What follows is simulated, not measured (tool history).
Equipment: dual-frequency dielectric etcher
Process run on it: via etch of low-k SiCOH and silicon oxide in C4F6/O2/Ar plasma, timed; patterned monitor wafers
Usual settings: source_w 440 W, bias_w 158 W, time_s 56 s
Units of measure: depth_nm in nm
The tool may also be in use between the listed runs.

run   hour  source_w  bias_w  time_s  read-back reference wafer on the same gauge, depth_nm  depth_nm
  1      0       440     158      56                                                  173.1     147.4
  2    8.3       440     158      56                                                    173     147.6
  3   25.3       440     158      56                                                  172.9       147
  4   41.8       440     158      56                                                    173       147
  5   51.2       440     158      56                                                    173     147.1
  6   60.3       440     158      56                                                  172.9     146.7
  7     72       440     158      56                                                    173     147.5
  8   81.1       440     158      56                                                    173     147.9
  9   89.2       440     127      56                                                    173     134.8
      99.6  -- bias power generator calibrated
 10  100.1       440     127      56                                                    173     134.7
 11  111.1       440     127      56                                                    173     134.6
 12  128.8       440     158      56                                                  172.9       147
 13    135       440     158      48                                                  173.1     125.9
     144.1  -- gauge calibrated
 14  148.9       540     184    39.5                                                    173     119.1
 15  159.6       510     177    50.5                                                    173     146.4
     185.9  -- source power generator calibrated
     193.7  -- upper electrode replaced
 16  194.2       390     118    49.5                                                    173     109.8
 17  194.5       370     125      63                                                  172.8     140.9
 18  200.8       440     158      56                                                    173     146.1
     232.5  -- wet clean of the chamber
 19    233       440     158      56                                                    173     148.1
 20  233.4       440     134      56                                                  173.1     138.7
 21  233.7       440     158      56                                                  172.9       149
 22  247.8       440     183      67                                                    173     188.8
 23  261.1       540     184    39.5                                                  172.9     119.9
 24  273.4       350     122      63                                                  172.9     137.6
 25  286.4       480     158      56                                                    173     152.8
 26  292.5       440     158    49.5                                                    173     130.9
 27  304.8       500     125    63.5                                                    173     161.2
 28  313.9       440     158      56                                                    173     147.8
 29  327.6       530     158      56                                                  172.9     159.2

Selected run-to-run steps in depth_nm, each split into two signed amounts: the part the tool would show with no hidden state at all (from settings, incoming material and random variation), and the remainder, which goes to the hidden state together with any gauge scatter not common to the measured and the hidden-state-free results:
What the log doesn't record here: etch rate over this chamber's usual, %; source power that arrives over what is set, %; bias power that arrives over what is set, %; gauge reads high (%).
Run 14 -> 15: source_w 540 -> 510, bias_w 184 -> 177, time_s 39.5 -> 50.5. depth_nm +27.3 nm: hidden state -0.4, all else +27.7.
Run 18 -> 19: wet clean of the chamber. depth_nm +2 nm: hidden state +1.9, all else +0.1.
Run 21 -> 22: bias_w 158 -> 183, time_s 56 -> 67. depth_nm +39.8 nm: hidden state +0, all else +39.8.
Run 22 -> 23: source_w 440 -> 540, bias_w 183 -> 184, time_s 67 -> 39.5. depth_nm -68.9 nm: hidden state -0.1, all else -68.8.

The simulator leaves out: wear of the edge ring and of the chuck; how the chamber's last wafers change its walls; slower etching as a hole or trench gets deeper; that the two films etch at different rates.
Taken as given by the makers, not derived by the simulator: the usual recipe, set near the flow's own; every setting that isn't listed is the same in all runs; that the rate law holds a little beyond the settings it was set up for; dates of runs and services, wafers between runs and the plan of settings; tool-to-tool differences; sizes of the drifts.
